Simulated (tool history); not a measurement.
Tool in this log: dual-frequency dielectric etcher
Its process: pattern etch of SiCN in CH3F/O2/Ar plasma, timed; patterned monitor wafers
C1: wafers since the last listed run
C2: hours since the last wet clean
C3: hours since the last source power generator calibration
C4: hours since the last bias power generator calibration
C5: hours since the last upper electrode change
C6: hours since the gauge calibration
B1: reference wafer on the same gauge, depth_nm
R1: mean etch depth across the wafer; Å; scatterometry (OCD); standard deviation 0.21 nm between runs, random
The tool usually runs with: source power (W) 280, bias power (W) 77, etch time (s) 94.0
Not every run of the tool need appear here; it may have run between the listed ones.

{"run": 1, "hour": 0.0, "source power (W)": 240, "bias power (W)": 85, "etch time (s)": 94.0, "C1": 0, "C2": 305.9, "C3": 1776.8, "C4": 5021.9, "C5": 3284.7, "C6": 54.4, "B1": 34.21, "R1": 346.4}
{"run": 2, "hour": 13.7, "source power (W)": 240, "bias power (W)": 85, "etch time (s)": 94.0, "C1": 165, "C2": 319.6, "C3": 1790.5, "C4": 5035.6, "C5": 3298.4, "C6": 68.1, "B1": 34.18, "R1": 348.8}
{"run": 3, "hour": 20.2, "source power (W)": 280, "bias power (W)": 70, "etch time (s)": 94.0, "C1": 78, "C2": 326.1, "C3": 1797.0, "C4": 5042.1, "C5": 3304.9, "C6": 74.6, "B1": 34.19, "R1": 347.3}
{"run": 4, "hour": 29.3, "source power (W)": 280, "bias power (W)": 72, "etch time (s)": 94.0, "C1": 109, "C2": 335.2, "C3": 1806.1, "C4": 5051.2, "C5": 3314.0, "C6": 83.7, "B1": 34.15, "R1": 349.3}
{"run": 5, "hour": 44.2, "source power (W)": 280, "bias power (W)": 72, "etch time (s)": 94.0, "C1": 179, "C2": 350.1, "C3": 1821.0, "C4": 5066.1, "C5": 3328.9, "C6": 98.6, "B1": 34.19, "R1": 350.2}
{"hour": 73.6, "done": "source power generator calibrated"}
{"hour": 77.6, "done": "wet clean of the chamber"}
{"hour": 78.4, "done": "upper electrode replaced"}
{"run": 6, "hour": 78.9, "source power (W)": 280, "bias power (W)": 77, "etch time (s)": 94.0, "C1": 311, "C2": 1.3, "C3": 5.3, "C4": 5100.8, "C5": 0.5, "C6": 133.3, "B1": 34.16, "R1": 334.9}
{"run": 7, "hour": 79.3, "source power (W)": 320, "bias power (W)": 77, "etch time (s)": 94.0, "C1": 4, "C2": 1.7, "C3": 5.7, "C4": 5101.2, "C5": 0.9, "C6": 133.7, "B1": 34.22, "R1": 350.6}
{"run": 8, "hour": 85.7, "source power (W)": 320, "bias power (W)": 77, "etch time (s)": 94.0, "C1": 77, "C2": 8.1, "C3": 12.1, "C4": 5107.6, "C5": 7.3, "C6": 140.1, "B1": 34.22, "R1": 353.4}
{"hour": 92.2, "done": "bias power generator calibrated"}
{"run": 9, "hour": 100.6, "source power (W)": 320, "bias power (W)": 77, "etch time (s)": 94.0, "C1": 131, "C2": 23.0, "C3": 27.0, "C4": 8.4, "C5": 22.2, "C6": 155.0, "B1": 34.21, "R1": 351.5}
{"run": 10, "hour": 115.3, "source power (W)": 280, "bias power (W)": 63, "etch time (s)": 94.0, "C1": 177, "C2": 37.7, "C3": 41.7, "C4": 23.1, "C5": 36.9, "C6": 169.7, "B1": 34.24, "R1": 321.0}
{"run": 11, "hour": 127.1, "source power (W)": 230, "bias power (W)": 85, "etch time (s)": 116.5, "C1": 142, "C2": 49.5, "C3": 53.5, "C4": 34.9, "C5": 48.7, "C6": 181.5, "B1": 34.23, "R1": 403.0}
{"run": 12, "hour": 137.5, "source power (W)": 220, "bias power (W)": 77, "etch time (s)": 94.0, "C1": 125, "C2": 59.9, "C3": 63.9, "C4": 45.3, "C5": 59.1, "C6": 191.9, "B1": 34.23, "R1": 318.1}

Run 13 has not been measured yet. What should we expect?
{"run": 13, "hour": 152.5, "source power (W)": 280, "bias power (W)": 77, "etch time (s)": 94.0, "C1": 180, "C2": 74.9, "C3": 78.9, "C4": 60.3, "C5": 74.1, "C6": 206.9, "B1": "?", "R1": "?"}

B1: 34.18
R1: 339.9 Å
Without the tool's hidden state the same run would have given R1 335.9 Å.
